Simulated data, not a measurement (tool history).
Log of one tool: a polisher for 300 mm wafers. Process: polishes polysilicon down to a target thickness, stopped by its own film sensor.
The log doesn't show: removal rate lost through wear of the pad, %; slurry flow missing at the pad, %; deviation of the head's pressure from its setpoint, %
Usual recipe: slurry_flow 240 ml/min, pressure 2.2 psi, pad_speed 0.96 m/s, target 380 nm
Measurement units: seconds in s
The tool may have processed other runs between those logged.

run	hour	slurry_flow	pressure	pad_speed	target	wafers since the last listed run	wafers polished on this pad	hours since the slurry nozzle was cleaned	hours since the head pressure was calibrated	incoming thickness of the incoming film, nm	seconds
1	0	240	2.2	0.96	380	0	490	15	636.6	1041.7	100.9
2	13	240	2.2	0.96	380	78	568	28	649.6	1054.5	102.9
3	21.5	265	2.2	0.96	474	51	619	36.5	658.1	1022.6	82.5
4	28.5	265	2.2	0.96	474	42	661	43.5	665.1	1034.8	85.2
5	34.7	240	2.2	0.96	380	37	698	49.7	671.3	1033.9	98.1
# hour 44.6: worn pad replaced by a new one
6	45.1	240	2.2	0.96	380	38	2	60.1	681.7	1049.9	98.3
7	59.8	240	2.2	0.96	380	88	91	74.8	696.4	1046	100.1
8	77.4	240	2.4	0.96	380	105	197	92.4	714	1032.5	89.7
9	95.3	240	2.4	0.96	380	107	304	110.3	731.9	1048.2	91.9
10	113	240	2.2	0.8	515	106	411	128	749.6	1044	89.7
11	120.5	240	2.2	0.96	260	45	456	135.5	757.1	1029.2	115.4
12	137.2	240	2.2	0.96	260	100	556	152.2	773.8	1059	119.8
13	152.7	240	2.2	0.96	260	93	649	167.7	789.3	1036.7	117.6
# hour 158.8: worn pad replaced by a new one
14	169.5	240	2.2	0.96	380	76	64	184.5	806.1	1018.4	94.6
15	183.7	240	1.6	0.96	380	85	149	198.7	820.3	1026.6	131.3
16	200.7	240	1.5	0.96	380	102	252	215.7	837.3	1053.3	144.4
# hour 211.9: slurry nozzle cleaned
17	215.1	265	2.2	0.82	380	80	332	3.2	851.7	1050	109.2
18	230.4	240	2.2	0.96	380	91	424	18.5	867	1043.9	98.7
19	246.4	320	3	1.14	380	96	520	34.5	883	1047.1	62.3
# hour 252.5: head pressure recalibrated
20	263.7	240	2.2	0.96	380	91	612	51.8	11.2	1045.3	110.3
21	274	240	2.2	1.14	380	61	674	62.1	21.5	1039.8	95.6
22	282.2	300	2.2	0.96	569	49	723	70.3	29.7	1033.1	76.7
# hour 290.3: worn pad replaced by a new one
23	299.7	210	2.5	0.96	380	81	56	87.8	47.2	1053.5	101.3
24	307.6	240	2.7	0.96	453	47	103	95.7	55.1	1036.8	78.6
25	315.2	240	2.2	0.96	380	45	149	103.3	62.7	1044.1	108.7
26	325.9	240	2.2	0.96	380	64	213	114	73.4	1032	107.3
27	337.5	295	2.2	0.7	567	69	283	125.6	85	1048.9	98.3
28	353.3	160	1.7	0.96	380	94	378	141.4	100.8	1056.6	144.3
29	369.5	315	2	0.74	590	97	476	157.6	117	1039.5	94.9
# hour 392.6: worn pad replaced by a new one
30	393.1	315	2.4	1.24	233	117	2	181.2	140.6	1015.7	94.5
31	410.7	240	2.5	0.68	380	105	108	198.8	158.2	1049.8	122.4
32	417.7	240	2.2	1.1	548	42	150	205.8	165.2	1035.2	70
33	426	185	2.2	0.96	536	49	200	214.1	173.5	1055.2	82.5
34	443.7	295	2.2	0.96	231	106	307	231.8	191.2	1049.8	127.4
# hour 446.7: slurry nozzle cleaned
35	460.5	265	1.5	1.22	577	94	402	13.8	208	1048.7	91.5
36	469.3	175	2.8	0.62	380	52	455	22.6	216.8	1038.7	115.8

Exercise: give the hidden state of the tool at every run:
removal rate lost through wear of the pad, %: 0 in every run
slurry flow missing at the pad, %: 0 in every run
H1: deviation of the head's pressure from its setpoint, %
run	H1
1	8.68
2	8.85
3	8.97
4	9.07
5	9.15
6	9.3
7	9.5
8	9.74
9	9.98
10	10.2
11	10.3
12	10.6
13	10.8
14	11
15	11.2
16	11.4
17	11.6
18	11.8
19	12.1
20	0.411
21	0.552
22	0.664
23	0.905
24	1.01
25	1.12
26	1.26
27	1.42
28	1.64
29	1.86
30	2.19
31	2.43
32	2.52
33	2.64
34	2.88
35	3.11
36	3.23

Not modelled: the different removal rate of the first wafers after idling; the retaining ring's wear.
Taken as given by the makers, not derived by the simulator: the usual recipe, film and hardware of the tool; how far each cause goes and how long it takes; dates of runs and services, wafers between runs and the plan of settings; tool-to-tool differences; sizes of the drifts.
